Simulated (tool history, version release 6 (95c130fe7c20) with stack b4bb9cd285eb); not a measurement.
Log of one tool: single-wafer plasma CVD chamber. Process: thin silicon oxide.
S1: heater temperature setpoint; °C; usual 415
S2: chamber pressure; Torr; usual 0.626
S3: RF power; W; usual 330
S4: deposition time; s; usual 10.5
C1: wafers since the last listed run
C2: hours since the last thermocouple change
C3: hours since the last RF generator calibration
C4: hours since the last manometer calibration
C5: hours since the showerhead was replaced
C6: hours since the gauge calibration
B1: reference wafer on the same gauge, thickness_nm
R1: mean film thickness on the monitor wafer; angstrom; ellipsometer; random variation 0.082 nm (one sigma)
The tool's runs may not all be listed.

{"run": 1, "hour": 0.0, "S1": 415, "S2": 0.626, "S3": 330, "S4": 10.5, "C1": 0, "C2": 2630.1, "C3": 1111.4, "C4": 2274.1, "C5": 5121.0, "C6": 573.8, "B1": 18.224, "R1": 145.91}
{"run": 2, "hour": 24.6, "S1": 415, "S2": 0.626, "S3": 330, "S4": 10.5, "C1": 704, "C2": 2654.7, "C3": 1136.0, "C4": 2298.7, "C5": 5145.6, "C6": 598.4, "B1": 18.207, "R1": 145.31}
{"run": 3, "hour": 60.2, "S1": 415, "S2": 0.626, "S3": 330, "S4": 10.5, "C1": 1020, "C2": 2690.3, "C3": 1171.6, "C4": 2334.3, "C5": 5181.2, "C6": 634.0, "B1": 18.208, "R1": 147.07}
{"run": 4, "hour": 76.5, "S1": 415, "S2": 0.626, "S3": 330, "S4": 10.5, "C1": 467, "C2": 2706.6, "C3": 1187.9, "C4": 2350.6, "C5": 5197.5, "C6": 650.3, "B1": 18.199, "R1": 147.85}
{"run": 5, "hour": 105.9, "S1": 415, "S2": 0.626, "S3": 330, "S4": 10.5, "C1": 842, "C2": 2736.0, "C3": 1217.3, "C4": 2380.0, "C5": 5226.9, "C6": 679.7, "B1": 18.202, "R1": 145.97}
{"run": 6, "hour": 119.6, "S1": 415, "S2": 0.626, "S3": 330, "S4": 10.5, "C1": 392, "C2": 2749.7, "C3": 1231.0, "C4": 2393.7, "C5": 5240.6, "C6": 693.4, "B1": 18.209, "R1": 146.23}
{"run": 7, "hour": 148.6, "S1": 415, "S2": 0.626, "S3": 305, "S4": 10.5, "C1": 831, "C2": 2778.7, "C3": 1260.0, "C4": 2422.7, "C5": 5269.6, "C6": 722.4, "B1": 18.197, "R1": 138.38}
{"run": 8, "hour": 177.3, "S1": 415, "S2": 0.626, "S3": 330, "S4": 10.5, "C1": 822, "C2": 2807.4, "C3": 1288.7, "C4": 2451.4, "C5": 5298.3, "C6": 751.1, "B1": 18.166, "R1": 146.21}
{"hour": 207.7, "done": "gauge calibrated"}
{"run": 9, "hour": 248.0, "S1": 415, "S2": 0.626, "S3": 330, "S4": 10.5, "C1": 2026, "C2": 2878.1, "C3": 1359.4, "C4": 2522.1, "C5": 5369.0, "C6": 40.3, "B1": 18.214, "R1": 144.71}
{"run": 10, "hour": 283.8, "S1": 415, "S2": 0.626, "S3": 330, "S4": 10.5, "C1": 1025, "C2": 2913.9, "C3": 1395.2, "C4": 2557.9, "C5": 5404.8, "C6": 76.1, "B1": 18.188, "R1": 146.99}
{"hour": 301.8, "done": "showerhead replaced"}
{"run": 11, "hour": 316.8, "S1": 415, "S2": 0.626, "S3": 330, "S4": 10.5, "C1": 716, "C2": 2946.9, "C3": 1428.2, "C4": 2590.9, "C5": 15.0, "C6": 109.1, "B1": 18.206, "R1": 145.81}
{"hour": 337.2, "done": "capacitance manometer re-zeroed and calibrated"}
{"run": 12, "hour": 339.5, "S1": 415, "S2": 0.626, "S3": 330, "S4": 10.5, "C1": 421, "C2": 2969.6, "C3": 1450.9, "C4": 2.3, "C5": 37.7, "C6": 131.8, "B1": 18.203, "R1": 145.24}
{"hour": 364.4, "done": "RF generator calibrated"}
{"run": 13, "hour": 367.5, "S1": 428, "S2": 0.626, "S3": 350, "S4": 10.5, "C1": 573, "C2": 2997.6, "C3": 3.1, "C4": 30.3, "C5": 65.7, "C6": 159.8, "B1": 18.209, "R1": 156.81}
{"run": 14, "hour": 464.5, "S1": 415, "S2": 0.626, "S3": 330, "S4": 10.5, "C1": 2779, "C2": 3094.6, "C3": 100.1, "C4": 127.3, "C5": 162.7, "C6": 256.8, "B1": 18.18, "R1": 151.82}
{"run": 15, "hour": 483.6, "S1": 405, "S2": 0.626, "S3": 330, "S4": 10.5, "C1": 547, "C2": 3113.7, "C3": 119.2, "C4": 146.4, "C5": 181.8, "C6": 275.9, "B1": 18.222, "R1": 152.94}
{"run": 16, "hour": 513.9, "S1": 415, "S2": 0.626, "S3": 305, "S4": 10.5, "C1": 868, "C2": 3144.0, "C3": 149.5, "C4": 176.7, "C5": 212.1, "C6": 306.2, "B1": 18.203, "R1": 143.8}
{"hour": 541.6, "done": "thermocouple changed; heater temperature recalibrated"}
{"run": 17, "hour": 543.9, "S1": 408, "S2": 0.719, "S3": 330, "S4": 10.5, "C1": 630, "C2": 2.3, "C3": 179.5, "C4": 206.7, "C5": 242.1, "C6": 336.2, "B1": 18.197, "R1": 167.61}
{"run": 18, "hour": 559.2, "S1": 426, "S2": 0.626, "S3": 330, "S4": 11.2, "C1": 438, "C2": 17.6, "C3": 194.8, "C4": 222.0, "C5": 257.4, "C6": 351.5, "B1": 18.225, "R1": 158.89}
{"run": 19, "hour": 580.2, "S1": 401, "S2": 0.681, "S3": 385, "S4": 9.2, "C1": 601, "C2": 38.6, "C3": 215.8, "C4": 243.0, "C5": 278.4, "C6": 372.5, "B1": 18.212, "R1": 152.61}
{"run": 20, "hour": 604.9, "S1": 415, "S2": 0.626, "S3": 330, "S4": 8.7, "C1": 707, "C2": 63.3, "C3": 240.5, "C4": 267.7, "C5": 303.1, "C6": 397.2, "B1": 18.2, "R1": 125.79}
{"run": 21, "hour": 627.3, "S1": 406, "S2": 0.626, "S3": 385, "S4": 10.5, "C1": 641, "C2": 85.7, "C3": 262.9, "C4": 290.1, "C5": 325.5, "C6": 419.6, "B1": 18.21, "R1": 164.07}
{"run": 22, "hour": 639.8, "S1": 415, "S2": 0.626, "S3": 330, "S4": 10.5, "C1": 358, "C2": 98.2, "C3": 275.4, "C4": 302.6, "C5": 338.0, "C6": 432.1, "B1": 18.172, "R1": 149.12}
{"run": 23, "hour": 675.5, "S1": 415, "S2": 0.626, "S3": 330, "S4": 10.5, "C1": 1023, "C2": 133.9, "C3": 311.1, "C4": 338.3, "C5": 373.7, "C6": 467.8, "B1": 18.204, "R1": 149.84}
{"run": 24, "hour": 702.8, "S1": 415, "S2": 0.626, "S3": 370, "S4": 10.5, "C1": 782, "C2": 161.2, "C3": 338.4, "C4": 365.6, "C5": 401.0, "C6": 495.1, "B1": 18.167, "R1": 158.4}
{"run": 25, "hour": 720.9, "S1": 415, "S2": 0.539, "S3": 330, "S4": 10.5, "C1": 518, "C2": 179.3, "C3": 356.5, "C4": 383.7, "C5": 419.1, "C6": 513.2, "B1": 18.188, "R1": 135.84}
{"run": 26, "hour": 734.5, "S1": 415, "S2": 0.626, "S3": 330, "S4": 10.5, "C1": 389, "C2": 192.9, "C3": 370.1, "C4": 397.3, "C5": 432.7, "C6": 526.8, "B1": 18.214, "R1": 149.62}
{"run": 27, "hour": 766.5, "S1": 406, "S2": 0.626, "S3": 385, "S4": 10.5, "C1": 917, "C2": 224.9, "C3": 402.1, "C4": 429.3, "C5": 464.7, "C6": 558.8, "B1": 18.207, "R1": 161.49}
{"run": 28, "hour": 781.6, "S1": 415, "S2": 0.626, "S3": 355, "S4": 9.8, "C1": 432, "C2": 240.0, "C3": 417.2, "C4": 444.4, "C5": 479.8, "C6": 573.9, "B1": 18.222, "R1": 145.48}

Measured less the same run without the tool's hidden state. The same run-to-run variation is in both; the gauge's scatter may not be:
The hidden state here: wafer temperature above the value expected at the setpoint (K); delivered RF power above the setpoint (%); true pressure above the setpoint (%); gauge reads high (%).
run=1 R1=-6.89
run=2 R1=-6.91
run=3 R1=-7.06
run=4 R1=-7.12
run=5 R1=-7.08
run=6 R1=-7.11
run=7 R1=-7.23
run=8 R1=-7.19
run=9 R1=-7.20
run=10 R1=-7.36
run=11 R1=-7.34
run=12 R1=-7.33
run=13 R1=-0.12
run=14 R1=-1.37
run=15 R1=-1.60
run=16 R1=-1.94
run=17 R1=-2.47
run=18 R1=-2.51
run=19 R1=-2.37
run=20 R1=-2.35
run=21 R1=-2.98
run=22 R1=-3.09
run=23 R1=-3.40
run=24 R1=-3.48
run=25 R1=-3.41
run=26 R1=-3.85
run=27 R1=-3.99
run=28 R1=-3.95
